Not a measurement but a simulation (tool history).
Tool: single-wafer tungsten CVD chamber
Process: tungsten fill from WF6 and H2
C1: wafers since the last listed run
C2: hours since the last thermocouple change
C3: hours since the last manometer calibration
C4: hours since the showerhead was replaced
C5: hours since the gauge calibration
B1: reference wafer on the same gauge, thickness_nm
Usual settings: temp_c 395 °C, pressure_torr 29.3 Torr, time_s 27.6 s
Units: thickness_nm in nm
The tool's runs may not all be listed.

Run 1, hour 0: usual settings; C1 0; C2 2317.3; C3 1084.4; C4 2727.7; C5 217.8; B1 59.269. Result: thickness_nm 64.641 nm.
Run 2, hour 17.3: usual settings; C1 403; C2 2334.6; C3 1101.7; C4 2745; C5 235.1; B1 59.142. Result: thickness_nm 64.751 nm.
Run 3, hour 48: usual settings; C1 715; C2 2365.3; C3 1132.4; C4 2775.7; C5 265.8; B1 59.263. Result: thickness_nm 65.002 nm.
Run 4, hour 78.2: usual settings; C1 704; C2 2395.5; C3 1162.6; C4 2805.9; C5 296; B1 59.213. Result: thickness_nm 64.846 nm.
Run 5, hour 96.3: usual settings; C1 421; C2 2413.6; C3 1180.7; C4 2824; C5 314.1; B1 59.219. Result: thickness_nm 64.765 nm.
Run 6, hour 110.7: usual settings; C1 335; C2 2428; C3 1195.1; C4 2838.4; C5 328.5; B1 59.268. Result: thickness_nm 65.017 nm.
Run 7, hour 144.6: usual settings but time_s 28.7 s; C1 790; C2 2461.9; C3 1229; C4 2872.3; C5 362.4; B1 59.182. Result: thickness_nm 67.118 nm.
Run 8, hour 178.2: usual settings; C1 783; C2 2495.5; C3 1262.6; C4 2905.9; C5 396; B1 59.138. Result: thickness_nm 64.576 nm.
Run 9, hour 190.9: usual settings; C1 296; C2 2508.2; C3 1275.3; C4 2918.6; C5 408.7; B1 59.197. Result: thickness_nm 64.882 nm.
At hour 209.5: gauge calibrated.
Run 10, hour 216: usual settings but pressure_torr 25.5 Torr; C1 585; C2 2533.3; C3 1300.4; C4 2943.7; C5 6.5; B1 59.19. Result: thickness_nm 59.494 nm.
Run 11, hour 251.2: usual settings but pressure_torr 25.5 Torr; C1 820; C2 2568.5; C3 1335.6; C4 2978.9; C5 41.7; B1 59.137. Result: thickness_nm 60.094 nm.
Run 12, hour 282.4: usual settings but pressure_torr 25.5 Torr; C1 727; C2 2599.7; C3 1366.8; C4 3010.1; C5 72.9; B1 59.172. Result: thickness_nm 59.716 nm.
Run 13, hour 312.8: usual settings but pressure_torr 31 Torr; C1 708; C2 2630.1; C3 1397.2; C4 3040.5; C5 103.3; B1 59.167. Result: thickness_nm 66.479 nm.
Run 14, hour 335.5: usual settings but pressure_torr 31 Torr; C1 529; C2 2652.8; C3 1419.9; C4 3063.2; C5 126; B1 59.142. Result: thickness_nm 66.57 nm.
Run 15, hour 348.2: usual settings but pressure_torr 23.9 Torr; C1 296; C2 2665.5; C3 1432.6; C4 3075.9; C5 138.7; B1 59.234. Result: thickness_nm 57.537 nm.
Run 16, hour 379.2: usual settings but pressure_torr 34.9 Torr, time_s 24.7 s; C1 722; C2 2696.5; C3 1463.6; C4 3106.9; C5 169.7; B1 59.236. Result: thickness_nm 63.236 nm.
Run 17, hour 408: usual settings but temp_c 402 °C, pressure_torr 33.6 Torr, time_s 30.3 s; C1 671; C2 2725.3; C3 1492.4; C4 3135.7; C5 198.5; B1 59.182. Result: thickness_nm 85.457 nm.
Run 18, hour 434.1: usual settings but temp_c 409 °C, pressure_torr 31.5 Torr, time_s 31.6 s; C1 608; C2 2751.4; C3 1518.5; C4 3161.8; C5 224.6; B1 59.148. Result: thickness_nm 96.27 nm.
At hour 447.1: thermocouple changed; heater temperature recalibrated.
Run 19, hour 447.6: usual settings; C1 128; C2 0.5; C3 1532; C4 3175.3; C5 238.1; B1 59.241. Result: thickness_nm 69.483 nm.
Run 20, hour 467.3: usual settings but pressure_torr 31.7 Torr, time_s 25.5 s; C1 459; C2 20.2; C3 1551.7; C4 3195; C5 257.8; B1 59.172. Result: thickness_nm 66.318 nm.
Run 21, hour 485.5: usual settings; C1 424; C2 38.4; C3 1569.9; C4 3213.2; C5 276; B1 59.251. Result: thickness_nm 68.973 nm.
Run 22, hour 518.6: usual settings; C1 771; C2 71.5; C3 1603; C4 3246.3; C5 309.1; B1 59.211. Result: thickness_nm 68.795 nm.
Run 23, hour 550.4: usual settings but time_s 32.9 s; C1 741; C2 103.3; C3 1634.8; C4 3278.1; C5 340.9; B1 59.19. Result: thickness_nm 82.271 nm.
At hour 559.7: gauge calibrated.
At hour 567.7: showerhead replaced.
At hour 580.6: capacitance manometer re-zeroed and calibrated.
Run 24, hour 582: usual settings but temp_c 402 °C; C1 363; C2 134.9; C3 1.4; C4 14.3; C5 22.3; B1 59.173. Result: thickness_nm 77.596 nm.
Run 25, hour 609.4: usual settings but pressure_torr 33.3 Torr; C1 638; C2 162.3; C3 28.8; C4 41.7; C5 49.7; B1 59.169. Result: thickness_nm 73.65 nm.
Run 26, hour 699.8: usual settings but pressure_torr 32.6 Torr, time_s 32.2 s; C1 2107; C2 252.7; C3 119.2; C4 132.1; C5 140.1; B1 59.231. Result: thickness_nm 84.436 nm.
Run 27, hour 720.1: usual settings but temp_c 380 °C, pressure_torr 33.4 Torr, time_s 22.1 s; C1 473; C2 273; C3 139.5; C4 152.4; C5 160.4; B1 59.267. Result: thickness_nm 45.513 nm.
Run 28, hour 736.8: usual settings but temp_c 390 °C, pressure_torr 23.7 Torr; C1 389; C2 289.7; C3 156.2; C4 169.1; C5 177.1; B1 59.124. Result: thickness_nm 56.143 nm.

3 ways to go on from here, each from the tool as it stands after run 28. What would each give?
Run A, hour 737.2: usual settings but temp_c 406 °C; C1 9; C2 290.1; C3 156.6; C4 169.5; C5 177.5; B1 ?. Result: thickness_nm ?.
Run B, hour 737.2: usual settings but temp_c 402 °C, time_s 31.4 s; C1 9; C2 290.1; C3 156.6; C4 169.5; C5 177.5; B1 ?. Result: thickness_nm ?.
Run C, hour 737.2: usual settings but pressure_torr 23.8 Torr; C1 9; C2 290.1; C3 156.6; C4 169.5; C5 177.5; B1 ?. Result: thickness_nm ?.

run     B1  thickness_nm
  A  59.21        82.056
  B  59.21        87.755
  C  59.21        61.096
Without the tool's hidden state the same runs would have given:
run  thickness_nm
  A         82.27
  B        87.985
  C        61.266

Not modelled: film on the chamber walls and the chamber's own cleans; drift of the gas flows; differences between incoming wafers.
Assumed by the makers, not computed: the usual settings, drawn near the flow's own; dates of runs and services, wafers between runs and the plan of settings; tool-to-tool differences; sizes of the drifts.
